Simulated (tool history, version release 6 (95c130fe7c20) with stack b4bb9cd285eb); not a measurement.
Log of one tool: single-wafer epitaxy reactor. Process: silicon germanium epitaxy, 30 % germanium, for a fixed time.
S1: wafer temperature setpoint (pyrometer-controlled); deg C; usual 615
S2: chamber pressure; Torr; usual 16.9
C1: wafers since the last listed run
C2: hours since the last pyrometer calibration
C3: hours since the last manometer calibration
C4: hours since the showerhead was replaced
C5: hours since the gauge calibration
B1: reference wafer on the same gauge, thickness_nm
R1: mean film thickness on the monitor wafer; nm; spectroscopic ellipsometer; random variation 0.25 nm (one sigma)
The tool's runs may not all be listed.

run   hour   S1    S2   C1      C2      C3      C4     C5      B1      R1
  1    0.0  624  16.9    0   914.7  1964.1  7705.7  114.8  65.239  88.793
  2    7.4  615  13.8  140   922.1  1971.5  7713.1  122.2  65.302  64.929
  3   16.6  615  13.8  174   931.3  1980.7  7722.3  131.4  65.345  65.414
  4   36.5  615  13.8  376   951.2  2000.6  7742.2  151.3  65.197  64.829
  5   44.8  615  16.9  157   959.5  2008.9  7750.5  159.6  65.182  75.210
  6   57.3  615  16.9  236   972.0  2021.4  7763.0  172.1  65.293  75.844
  7   67.0  615  14.7  183   981.7  2031.1  7772.7  181.8  65.326  69.133
  8   74.0  615  16.9  132   988.7  2038.1  7779.7  188.8  65.236  75.320
  9   80.7  615  16.9  126   995.4  2044.8  7786.4  195.5  65.295  76.050
 10   92.4  615  16.9  221  1007.1  2056.5  7798.1  207.2  65.311  76.204
     105.4  -- showerhead replaced
 11  105.9  615  16.9  104  1020.6  2070.0     0.5  220.7  65.313  76.083
 12  114.4  605  20.1  160  1029.1  2078.5     9.0  229.2  65.320  71.163
 13  129.8  615  16.9  291  1044.5  2093.9    24.4  244.6  65.399  75.363
 14  137.7  615  16.9  149  1052.4  2101.8    32.3  252.5  65.273  75.512
 15  148.9  615  16.9  211  1063.6  2113.0    43.5  263.7  65.284  75.991
     172.8  -- pyrometer calibrated
 16  173.3  615  16.9  310     0.5  2137.4    67.9  288.1  65.272  67.938
 17  173.6  621  19.0    5     0.8  2137.7    68.2  288.4  65.241  81.979
 18  186.2  615  16.9  238    13.4  2150.3    80.8  301.0  65.415  68.783
 19  194.1  624  16.9  149    21.3  2158.2    88.7  308.9  65.299  80.413
     199.3  -- gauge calibrated
 20  202.7  615  16.9  162    29.9  2166.8    97.3    3.4  65.280  68.915
 21  210.0  624  18.9  138    37.2  2174.1   104.6   10.7  65.294  87.053
 22  225.4  625  15.0  291    52.6  2189.5   120.0   26.1  65.269  75.964
 23  239.1  615  16.9  259    66.3  2203.2   133.7   39.8  65.310  69.672
 24  254.5  605  13.3  291    81.7  2218.6   149.1   55.2  65.358  48.626
     268.3  -- capacitance manometer re-zeroed and calibrated
 25  276.5  630  13.7  264   103.7     8.2   171.1   77.2  65.395  77.799
 26  290.0  603  14.1  255   117.2    21.7   184.6   90.7  65.294  49.939
 27  307.7  615  16.9  334   134.9    39.4   202.3  108.4  65.210  70.753
 28  321.6  607  18.1  263   148.8    53.3   216.2  122.3  65.213  63.642
 29  338.9  603  14.8  327   166.1    70.6   233.5  139.6  65.340  52.004
 30  349.5  619  18.0  200   176.7    81.2   244.1  150.2  65.290  79.260

5 ways to go on from here, each from the tool as it stands after run 30. What would each give?
  A  349.9  615  16.9   7  177.1  81.6  244.5  150.6   ?   ?
  B  349.9  622  16.9   7  177.1  81.6  244.5  150.6   ?   ?
  C  349.9  609  18.8   7  177.1  81.6  244.5  150.6   ?   ?
  D  349.9  607  14.7   7  177.1  81.6  244.5  150.6   ?   ?
  E  349.9  629  16.9   7  177.1  81.6  244.5  150.6   ?   ?

run      B1      R1
  A  65.297  70.953
  B  65.297  80.298
  C  65.297  68.329
  D  65.297  55.596
  E  65.297  90.697
Without the tool's hidden state the same runs would have given:
run      R1
  A  68.264
  B  77.302
  C  65.705
  D  53.451
  E  87.366
